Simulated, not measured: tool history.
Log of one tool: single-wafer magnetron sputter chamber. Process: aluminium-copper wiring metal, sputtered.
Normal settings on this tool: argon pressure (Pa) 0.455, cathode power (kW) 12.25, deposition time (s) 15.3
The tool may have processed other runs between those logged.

run	day	argon pressure (Pa)	cathode power (kW)	deposition time (s)	wafers since the last listed run	wafers on the sputter target	hours since the last manometer calibration	hours since the magnet pack was replaced	hours since the gauge calibration	read-back reference wafer on the same gauge, thickness_nm	mean film thickness on the monitor wafer (Å)
1	0	0.455	12.25	15.3	0	1663	1555.8	8167.5	50	373.589	3279.33
2	0.308	0.455	12.25	15.3	271	1935	1563.2	8174.9	57.4	373.528	3286.66
3	1.025	0.455	12.25	15.3	631	2567	1580.4	8192.1	74.6	373.755	3269.44
4	1.754	0.455	12.25	15.3	642	3210	1597.9	8209.6	92.1	374.463	3202.5
# day 2.617: capacitance manometer re-zeroed and calibrated
# day 2.746: magnet pack replaced
# day 3.029: sputter target and shields replaced
5	3.05	0.455	12.25	15.3	483	16	10.4	7.3	123.2	373.372	3295.08
6	3.067	0.455	12.25	15.3	14	31	10.8	7.7	123.6	373.798	3328.75
7	3.358	0.455	12.25	15.3	257	288	17.8	14.7	130.6	374.32	3313.93
8	4.042	0.455	12.25	12.4	602	890	34.2	31.1	147	374.043	2694
# day 4.254: gauge calibrated
9	4.308	0.611	13.6	13.7	235	1126	40.6	37.5	1.3	373.542	3021.49
10	4.888	0.521	10.25	14	510	1636	54.5	51.4	15.2	374.203	2459.32
11	5.433	0.356	12.25	16.3	481	2118	67.6	64.5	28.3	375.174	3677.21
12	6.071	0.513	14.75	15.3	562	2680	82.9	79.8	43.6	373.676	3734.87
13	6.625	0.455	11.15	14.2	488	3168	96.2	93.1	56.9	373.592	2738.32
# day 7.212: sputter target and shields replaced
14	7.3	0.455	12.25	12.4	301	78	112.4	109.3	73.1	374.195	2673.94

Entry by entry between the runs, the difference in hidden state between the last listed run before and the first listed run after:
Run 4 -> run 5: capacitance manometer re-zeroed and calibrated (day 2.617); magnet pack replaced (day 2.746); sputter target and shields replaced (day 3.029)
  deposition rate above that of a new target (%): -2.87 -> -0.00285
  measured minus no-state result, mean film thickness on the monitor wafer (Å): -94.65 -> -0.09
Run 8 -> run 9: gauge calibrated (day 4.254)
  deposition rate above that of a new target (%): -0.223 -> -0.355
  measured minus no-state result, mean film thickness on the monitor wafer (Å): -6.03 -> -10.77
Run 13 -> run 14: sputter target and shields replaced (day 7.212)
  deposition rate above that of a new target (%): -2.79 -> -0.12
  measured minus no-state result, mean film thickness on the monitor wafer (Å): -78.68 -> -3.22
